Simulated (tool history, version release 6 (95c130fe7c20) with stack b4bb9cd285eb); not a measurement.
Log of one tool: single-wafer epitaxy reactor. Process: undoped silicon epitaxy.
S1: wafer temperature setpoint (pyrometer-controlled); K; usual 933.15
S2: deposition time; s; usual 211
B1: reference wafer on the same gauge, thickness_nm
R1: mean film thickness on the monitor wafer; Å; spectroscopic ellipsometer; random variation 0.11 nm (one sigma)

run 1 hour=0.0 | S1=933.15 S2=211 | B1=51.781 | R1=465.02
run 2 hour=16.6 | S1=933.15 S2=211 | B1=51.815 | R1=467.58
run 3 hour=24.0 | S1=933.15 S2=211 | B1=51.771 | R1=466.18
run 4 hour=33.7 | S1=933.15 S2=211 | B1=51.826 | R1=468.46
run 5 hour=44.9 | S1=927.15 S2=245 | B1=51.822 | R1=468.26
run 6 hour=61.4 | S1=927.15 S2=245 | B1=51.792 | R1=468.80
run 7 hour=75.3 | S1=933.15 S2=211 | B1=51.814 | R1=469.24
run 8 hour=92.2 | S1=933.15 S2=211 | B1=51.834 | R1=470.72
run 9 hour=108.6 | S1=933.15 S2=211 | B1=51.829 | R1=470.80
run 10 hour=119.1 | S1=933.15 S2=211 | B1=51.797 | R1=471.78
run 11 hour=127.6 | S1=942.15 S2=193 | B1=51.815 | R1=533.69
run 12 hour=144.9 | S1=933.15 S2=211 | B1=51.761 | R1=470.75
run 13 hour=151.6 | S1=925.15 S2=211 | B1=51.836 | R1=388.08
run 14 hour=159.9 | S1=948.15 S2=179 | B1=51.834 | R1=569.43
run 15 hour=168.7 | S1=933.15 S2=211 | B1=51.773 | R1=472.02
-- hour=185.6 pyrometer calibrated
run 16 hour=186.1 | S1=925.15 S2=246 | B1=51.783 | R1=343.52
-- hour=196.3 gauge calibrated
-- hour=225.6 pyrometer calibrated, repeated, since the last time left the tool worse
run 17 hour=226.1 | S1=929.15 S2=176 | B1=51.816 | R1=330.86
run 18 hour=230.1 | S1=947.15 S2=229 | B1=51.743 | R1=662.42
run 19 hour=247.2 | S1=924.15 S2=240 | B1=51.875 | R1=398.01
run 20 hour=254.7 | S1=940.15 S2=194 | B1=51.786 | R1=474.52
run 21 hour=266.0 | S1=938.15 S2=226 | B1=51.753 | R1=526.78
run 22 hour=282.7 | S1=938.15 S2=229 | B1=51.788 | R1=535.98
run 23 hour=297.1 | S1=938.15 S2=211 | B1=51.808 | R1=493.25

Forecast each of these 5 alternatives for the next run:
run A hour=297.6 | S1=928.15 S2=211 | B1=? | R1=?
run B hour=297.6 | S1=924.15 S2=229 | B1=? | R1=?
run C hour=297.6 | S1=941.15 S2=244 | B1=? | R1=?
run D hour=297.6 | S1=924.15 S2=170 | B1=? | R1=?
run E hour=297.6 | S1=933.15 S2=250 | B1=? | R1=?

run=A B1=51.764 R1=386.50
run=B B1=51.764 R1=379.97
run=C B1=51.764 R1=612.34
run=D B1=51.764 R1=282.07
run=E B1=51.764 R1=517.50
Without the tool's hidden state the same runs would have given:
run=A R1=385.94
run=B R1=379.42
run=C R1=611.48
run=D R1=281.66
run=E R1=516.76
